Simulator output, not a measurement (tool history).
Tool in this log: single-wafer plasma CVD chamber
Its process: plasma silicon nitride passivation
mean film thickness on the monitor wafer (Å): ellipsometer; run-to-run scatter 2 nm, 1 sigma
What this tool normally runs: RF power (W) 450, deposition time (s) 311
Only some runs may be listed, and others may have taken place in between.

run,hour,RF power (W),deposition time (s),"read-back reference wafer on the same gauge, thickness_nm",mean film thickness on the monitor wafer (Å)
1,0,405,264,403.229,3397.08
2,68.6,405,264,403.159,3366.39
3,138.8,405,264,403.148,3411.88
4,206.7,450,311,403.326,4133.53
5,360.8,450,311,403.484,4143.5
6,420.1,450,311,403.363,4162.48
7,452.7,450,311,403.424,4143.03
8,482.1,450,311,402.726,4168.52
# hour 538.5: gauge calibrated
9,547,425,311,403.435,4048.99
# hour 570.3: RF generator calibrated
10,614,425,311,403.103,4114.05
11,646.2,425,311,402.583,4030.34
12,687.6,450,289,403.071,3858.15
13,758.9,450,289,403.176,3828.35
14,809.5,485,263,403.642,3564.12
15,845.9,450,311,403.579,4146.08
16,901,450,311,402.88,4121.98
# hour 910: showerhead replaced
17,961.7,535,330,402.343,4671.93
18,1015.1,395,280,403.354,3581.12
19,1039.5,390,292,402.767,3691.44
20,1086.6,380,260,403.809,3284.91
21,1243.7,485,263,402.868,3602.06
22,1301.8,375,311,403.191,3875.42
# hour 1319.2: gauge calibrated
23,1343.2,450,332,402.743,4453.85
24,1405.6,450,311,403.072,4193.5
25,1459.8,375,273,402.623,3423.41
26,1489.5,450,342,402.555,4597.1

Each row is a separate what-if for the run after 26, all from the same tool condition, not one after another. Results?
A,1490,450,311,?,?
B,1490,405,293,?,?
C,1490,390,286,?,?

run,"read-back reference wafer on the same gauge, thickness_nm",mean film thickness on the monitor wafer (Å)
A,402.84,4175.97
B,402.84,3791.86
C,402.84,3652.11
Without the tool's hidden state the same runs would have given:
run,mean film thickness on the monitor wafer (Å)
A,4175.97
B,3791.86
C,3652.11
